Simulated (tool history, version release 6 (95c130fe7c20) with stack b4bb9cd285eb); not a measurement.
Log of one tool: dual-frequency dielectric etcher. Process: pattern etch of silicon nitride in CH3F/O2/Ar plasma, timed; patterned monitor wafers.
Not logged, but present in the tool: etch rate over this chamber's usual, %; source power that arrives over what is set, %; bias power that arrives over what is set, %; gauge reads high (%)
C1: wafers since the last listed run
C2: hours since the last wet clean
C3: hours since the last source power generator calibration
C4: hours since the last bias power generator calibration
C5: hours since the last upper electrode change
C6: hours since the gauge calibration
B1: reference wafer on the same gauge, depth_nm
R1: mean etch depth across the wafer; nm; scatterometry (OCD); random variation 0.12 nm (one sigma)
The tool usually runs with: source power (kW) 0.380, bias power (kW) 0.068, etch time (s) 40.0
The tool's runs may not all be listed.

run 1 day=0.000 | source_power_(kW)=0.450 bias_power_(kW)=0.068 etch_time_(s)=40.0 | C1=0 C2=471.0 C3=3683.3 C4=1713.6 C5=1484.5 C6=432.5 | B1=21.73 | R1=25.39
run 2 day=0.904 | source_power_(kW)=0.380 bias_power_(kW)=0.068 etch_time_(s)=40.0 | C1=314 C2=492.7 C3=3705.0 C4=1735.3 C5=1506.2 C6=454.2 | B1=21.71 | R1=23.58
run 3 day=1.412 | source_power_(kW)=0.380 bias_power_(kW)=0.068 etch_time_(s)=40.0 | C1=176 C2=504.9 C3=3717.2 C4=1747.5 C5=1518.4 C6=466.4 | B1=21.70 | R1=23.60
-- day=3.538 wet clean of the chamber
run 4 day=3.558 | source_power_(kW)=0.380 bias_power_(kW)=0.068 etch_time_(s)=40.0 | C1=398 C2=0.5 C3=3768.7 C4=1799.0 C5=1569.9 C6=517.9 | B1=21.75 | R1=24.38
run 5 day=3.717 | source_power_(kW)=0.380 bias_power_(kW)=0.068 etch_time_(s)=40.0 | C1=55 C2=4.3 C3=3772.5 C4=1802.8 C5=1573.7 C6=521.7 | B1=21.72 | R1=24.36
run 6 day=4.462 | source_power_(kW)=0.380 bias_power_(kW)=0.068 etch_time_(s)=40.0 | C1=259 C2=22.2 C3=3790.4 C4=1820.7 C5=1591.6 C6=539.6 | B1=21.70 | R1=24.37
run 7 day=5.412 | source_power_(kW)=0.380 bias_power_(kW)=0.068 etch_time_(s)=40.0 | C1=330 C2=45.0 C3=3813.2 C4=1843.5 C5=1614.4 C6=562.4 | B1=21.74 | R1=24.25
run 8 day=6.150 | source_power_(kW)=0.380 bias_power_(kW)=0.068 etch_time_(s)=40.0 | C1=256 C2=62.7 C3=3830.9 C4=1861.2 C5=1632.1 C6=580.1 | B1=21.68 | R1=24.54
run 9 day=6.996 | source_power_(kW)=0.380 bias_power_(kW)=0.068 etch_time_(s)=40.0 | C1=293 C2=83.0 C3=3851.2 C4=1881.5 C5=1652.4 C6=600.4 | B1=21.73 | R1=24.24
run 10 day=8.250 | source_power_(kW)=0.380 bias_power_(kW)=0.068 etch_time_(s)=31.5 | C1=435 C2=113.1 C3=3881.3 C4=1911.6 C5=1682.5 C6=630.5 | B1=21.73 | R1=19.08
run 11 day=9.604 | source_power_(kW)=0.320 bias_power_(kW)=0.068 etch_time_(s)=40.0 | C1=470 C2=145.6 C3=3913.8 C4=1944.1 C5=1715.0 C6=663.0 | B1=21.65 | R1=22.66
run 12 day=10.904 | source_power_(kW)=0.320 bias_power_(kW)=0.068 etch_time_(s)=40.0 | C1=451 C2=176.8 C3=3945.0 C4=1975.3 C5=1746.2 C6=694.2 | B1=21.67 | R1=22.59
run 13 day=11.717 | source_power_(kW)=0.320 bias_power_(kW)=0.068 etch_time_(s)=40.0 | C1=282 C2=196.3 C3=3964.5 C4=1994.8 C5=1765.7 C6=713.7 | B1=21.74 | R1=22.34
run 14 day=12.883 | source_power_(kW)=0.380 bias_power_(kW)=0.068 etch_time_(s)=50.5 | C1=405 C2=224.3 C3=3992.5 C4=2022.8 C5=1793.7 C6=741.7 | B1=21.74 | R1=30.67
-- day=15.846 source power generator calibrated
-- day=16.842 gauge calibrated
run 15 day=16.871 | source_power_(kW)=0.380 bias_power_(kW)=0.068 etch_time_(s)=50.5 | C1=1327 C2=320.0 C3=24.6 C4=2118.5 C5=1889.4 C6=0.7 | B1=21.70 | R1=30.38
run 16 day=18.054 | source_power_(kW)=0.380 bias_power_(kW)=0.068 etch_time_(s)=40.0 | C1=411 C2=348.4 C3=53.0 C4=2146.9 C5=1917.8 C6=29.1 | B1=21.69 | R1=24.02
run 17 day=19.088 | source_power_(kW)=0.380 bias_power_(kW)=0.068 etch_time_(s)=40.0 | C1=359 C2=373.2 C3=77.8 C4=2171.7 C5=1942.6 C6=53.9 | B1=21.70 | R1=23.78
-- day=20.125 bias power generator calibrated
run 18 day=20.521 | source_power_(kW)=0.440 bias_power_(kW)=0.075 etch_time_(s)=46.5 | C1=440 C2=407.6 C3=112.2 C4=9.5 C5=1977.0 C6=88.3 | B1=21.68 | R1=30.93
-- day=21.988 upper electrode replaced, of another model than before
run 19 day=23.904 | source_power_(kW)=0.290 bias_power_(kW)=0.068 etch_time_(s)=44.5 | C1=828 C2=488.8 C3=193.4 C4=90.7 C5=46.0 C6=169.5 | B1=21.69 | R1=22.52
run 20 day=25.262 | source_power_(kW)=0.300 bias_power_(kW)=0.062 etch_time_(s)=34.5 | C1=471 C2=521.4 C3=226.0 C4=123.3 C5=78.6 C6=202.1 | B1=21.64 | R1=16.70
-- day=26.942 wet clean of the chamber
run 21 day=26.962 | source_power_(kW)=0.340 bias_power_(kW)=0.061 etch_time_(s)=46.5 | C1=243 C2=0.5 C3=266.8 C4=164.1 C5=119.4 C6=242.9 | B1=21.72 | R1=24.38
run 22 day=27.321 | source_power_(kW)=0.450 bias_power_(kW)=0.076 etch_time_(s)=48.5 | C1=124 C2=9.1 C3=275.4 C4=172.7 C5=128.0 C6=251.5 | B1=21.69 | R1=34.74
run 23 day=28.592 | source_power_(kW)=0.290 bias_power_(kW)=0.059 etch_time_(s)=40.0 | C1=441 C2=39.6 C3=305.9 C4=203.2 C5=158.5 C6=282.0 | B1=21.67 | R1=18.37
run 24 day=29.704 | source_power_(kW)=0.380 bias_power_(kW)=0.080 etch_time_(s)=40.0 | C1=386 C2=66.3 C3=332.6 C4=229.9 C5=185.2 C6=308.7 | B1=21.69 | R1=27.03
run 25 day=30.425 | source_power_(kW)=0.380 bias_power_(kW)=0.073 etch_time_(s)=40.0 | C1=250 C2=83.6 C3=349.9 C4=247.2 C5=202.5 C6=326.0 | B1=21.74 | R1=25.52
run 26 day=31.171 | source_power_(kW)=0.320 bias_power_(kW)=0.062 etch_time_(s)=40.0 | C1=259 C2=101.5 C3=367.8 C4=265.1 C5=220.4 C6=343.9 | B1=21.71 | R1=20.47
run 27 day=32.300 | source_power_(kW)=0.450 bias_power_(kW)=0.068 etch_time_(s)=31.0 | C1=392 C2=128.6 C3=394.9 C4=292.2 C5=247.5 C6=371.0 | B1=21.67 | R1=20.62
run 28 day=33.333 | source_power_(kW)=0.380 bias_power_(kW)=0.068 etch_time_(s)=51.5 | C1=359 C2=153.4 C3=419.7 C4=317.0 C5=272.3 C6=395.8 | B1=21.69 | R1=30.89
run 29 day=33.879 | source_power_(kW)=0.380 bias_power_(kW)=0.061 etch_time_(s)=29.0 | C1=189 C2=166.5 C3=432.8 C4=330.1 C5=285.4 C6=408.9 | B1=21.73 | R1=16.01
run 30 day=34.767 | source_power_(kW)=0.380 bias_power_(kW)=0.068 etch_time_(s)=40.0 | C1=308 C2=187.8 C3=454.1 C4=351.4 C5=306.7 C6=430.2 | B1=21.71 | R1=24.13
run 31 day=35.712 | source_power_(kW)=0.290 bias_power_(kW)=0.083 etch_time_(s)=31.0 | C1=328 C2=210.5 C3=476.8 C4=374.1 C5=329.4 C6=452.9 | B1=21.67 | R1=18.56

The same runs without the tool's hidden state, with the same run-to-run variation:
run=1 R1=26.09
run=2 R1=24.26
run=3 R1=24.30
run=4 R1=24.34
run=5 R1=24.33
run=6 R1=24.36
run=7 R1=24.26
run=8 R1=24.58
run=9 R1=24.31
run=10 R1=19.16
run=11 R1=22.80
run=12 R1=22.77
run=13 R1=22.53
run=14 R1=30.99
run=15 R1=30.85
run=16 R1=24.42
run=17 R1=24.21
run=18 R1=31.55
run=19 R1=23.07
run=20 R1=17.14
run=21 R1=24.42
run=22 R1=34.80
run=23 R1=18.43
run=24 R1=27.17
run=25 R1=25.67
run=26 R1=20.61
run=27 R1=20.79
run=28 R1=31.18
run=29 R1=16.17
run=30 R1=24.41
run=31 R1=18.79

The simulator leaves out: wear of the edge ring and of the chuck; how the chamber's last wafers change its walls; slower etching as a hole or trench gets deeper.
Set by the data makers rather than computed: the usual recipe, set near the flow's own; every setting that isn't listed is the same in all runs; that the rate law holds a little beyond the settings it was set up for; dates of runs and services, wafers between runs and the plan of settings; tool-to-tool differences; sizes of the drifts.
